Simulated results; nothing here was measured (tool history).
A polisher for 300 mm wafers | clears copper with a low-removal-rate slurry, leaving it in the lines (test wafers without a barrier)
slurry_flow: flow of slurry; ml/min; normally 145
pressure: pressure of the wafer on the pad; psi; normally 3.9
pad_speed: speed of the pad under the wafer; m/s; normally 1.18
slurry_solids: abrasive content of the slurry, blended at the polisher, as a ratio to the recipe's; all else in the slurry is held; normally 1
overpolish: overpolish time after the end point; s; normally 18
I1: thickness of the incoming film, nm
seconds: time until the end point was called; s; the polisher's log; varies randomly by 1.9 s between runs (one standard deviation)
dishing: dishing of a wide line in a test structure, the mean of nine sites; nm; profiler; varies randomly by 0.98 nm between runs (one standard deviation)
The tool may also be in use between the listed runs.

Run 1, day 0: usual settings but slurry_solids 0.95; I1 747. Result: seconds 196.2 s, dishing 50.1 nm.
Run 2, day 3.104: usual settings but pressure 2.9 psi, slurry_solids 1.1; I1 726.9. Result: seconds 249.9 s, dishing 37.8 nm.
Run 3, day 6.446: usual settings but pressure 2.9 psi, slurry_solids 1.1; I1 749.1. Result: seconds 263.6 s, dishing 36.4 nm.
At day 7.246: head pressure recalibrated.
At day 7.55: slurry blender recalibrated.
Run 4, day 10.746: usual settings but slurry_flow 125 ml/min, slurry_solids 0.75; I1 728.1. Result: seconds 209.7 s, dishing 46.4 nm.
Run 5, day 14.708: usual settings but slurry_flow 125 ml/min, pad_speed 1.54 m/s, slurry_solids 1.3, overpolish 23 s; I1 747.3. Result: seconds 153.7 s, dishing 72.7 nm.
Run 6, day 17.492: usual settings but overpolish 13 s; I1 742.2. Result: seconds 203.2 s, dishing 34.7 nm.
Run 7, day 20.979: usual settings but pressure 4.3 psi, slurry_solids 1.1, overpolish 14 s; I1 733.4. Result: seconds 180.1 s, dishing 41.7 nm.
Run 8, day 25.35: usual settings but pad_speed 1.04 m/s; I1 736. Result: seconds 226.3 s, dishing 42.8 nm.
At day 29.692: worn pad replaced by a new one.
At day 32.446: slurry nozzle cleaned.
Run 9, day 34.829: usual settings but slurry_flow 125 ml/min, pressure 4.5 psi, pad_speed 1.46 m/s; I1 741.2. Result: seconds 140.4 s, dishing 62.4 nm.
Run 10, day 36.996: usual settings; I1 734.2. Result: seconds 194.1 s, dishing 50 nm.
Run 11, day 39.875: usual settings but pressure 2.7 psi, pad_speed 0.76 m/s, slurry_solids 0.8, overpolish 14 s; I1 743. Result: seconds 457.8 s, dishing 18.3 nm.
Run 12, day 42.492: usual settings but slurry_flow 110 ml/min, pressure 2.8 psi, slurry_solids 0.75; I1 741.3. Result: seconds 310.7 s, dishing 32.6 nm.
Run 13, day 44.321: usual settings but slurry_solids 1.1, overpolish 22 s; I1 740.2. Result: seconds 197.3 s, dishing 57.2 nm.
At day 46.488: slurry blender recalibrated.
Run 14, day 48.808: usual settings; I1 736.2. Result: seconds 198.7 s, dishing 48.2 nm.
Run 15, day 50.354: usual settings but slurry_flow 190 ml/min, pressure 4.6 psi, pad_speed 0.9 m/s, slurry_solids 0.8; I1 738.6. Result: seconds 217.6 s, dishing 43.5 nm.
Run 16, day 51.896: usual settings but slurry_flow 110 ml/min, pressure 2.7 psi, slurry_solids 0.7; I1 740.6. Result: seconds 323.6 s, dishing 29.5 nm.
At day 52.579: head pressure recalibrated.
Run 17, day 53.746: usual settings but slurry_solids 0.75, overpolish 14 s; I1 743.9. Result: seconds 210.8 s, dishing 36.5 nm.
Run 18, day 56.708: usual settings but pressure 2.9 psi; I1 740.6. Result: seconds 273.6 s, dishing 34.7 nm.
Run 19, day 60.142: usual settings; I1 739.3. Result: seconds 204.5 s, dishing 45.9 nm.
At day 61.512: worn pad replaced by a new one.
At day 62.825: slurry nozzle cleaned.
Run 20, day 64.567: usual settings; I1 735.2. Result: seconds 194.6 s, dishing 50.3 nm.
Run 21, day 68.071: usual settings; I1 743.9. Result: seconds 196.4 s, dishing 46.4 nm.
Run 22, day 78.875: usual settings but slurry_flow 180 ml/min, pressure 4.8 psi; I1 748.5. Result: seconds 154 s, dishing 58.7 nm.
Run 23, day 82.033: usual settings but slurry_flow 185 ml/min; I1 740.3. Result: seconds 191.6 s, dishing 47.8 nm.
Run 24, day 84.171: usual settings but slurry_flow 100 ml/min, pad_speed 1.36 m/s, slurry_solids 1.2; I1 754.4. Result: seconds 189.7 s, dishing 51.2 nm.
At day 86.471: slurry blender recalibrated.
Run 25, day 86.712: usual settings but slurry_flow 105 ml/min, pressure 2.8 psi, slurry_solids 1.25, overpolish 26 s; I1 738.2. Result: seconds 291.8 s, dishing 45.9 nm.
Run 26, day 90.758: usual settings but pressure 2.7 psi, pad_speed 1.6 m/s, overpolish 15 s; I1 732.6. Result: seconds 216 s, dishing 35 nm.
At day 94.362: worn pad replaced by a new one.
Run 27, day 94.75: usual settings but slurry_flow 185 ml/min, pad_speed 1.28 m/s, overpolish 10 s; I1 746.6. Result: seconds 168.5 s, dishing 32.7 nm.
At day 96.421: head pressure recalibrated.
Run 28, day 98.912: usual settings but pressure 3 psi, slurry_solids 1.25, overpolish 25 s; I1 734.9. Result: seconds 247 s, dishing 52.9 nm.
At day 102.233: slurry nozzle cleaned.
Run 29, day 102.983: usual settings but slurry_flow 110 ml/min, overpolish 15 s; I1 741.3. Result: seconds 207.2 s, dishing 39.1 nm.

For some of the steps in seconds from one run to the next: how much would appear even if the tool had no hidden state, given the settings, what came in and random variation, and how much remains for the hidden state plus any gauge scatter that the measured result and the result without hidden state don't share?
Hidden conditions of the tool in this case: removal rate lost through wear of the pad, %; slurry flow missing at the pad, %; deviation of the head's pressure from its setpoint, %; abrasive missing from the slurry, %.
Run 8 -> 9: slurry_flow 145 -> 125, pressure 3.9 -> 4.5, pad_speed 1.04 -> 1.46, worn pad replaced by a new one, slurry nozzle cleaned. seconds -85.9 s: hidden state -11, all else -74.9.
Run 10 -> 11: pressure 3.9 -> 2.7, pad_speed 1.18 -> 0.76, slurry_solids 1 -> 0.8, overpolish 18 -> 14. seconds +263.7 s: hidden state +7.5, all else +256.2.
Run 11 -> 12: slurry_flow 145 -> 110, pressure 2.7 -> 2.8, pad_speed 0.76 -> 1.18, slurry_solids 0.8 -> 0.75, overpolish 14 -> 18. seconds -147.1 s: hidden state -2.1, all else -145.
Run 26 -> 27: slurry_flow 145 -> 185, pressure 2.7 -> 3.9, pad_speed 1.6 -> 1.28, overpolish 15 -> 10, worn pad replaced by a new one. seconds -47.5 s: hidden state -12.8, all else -34.7.
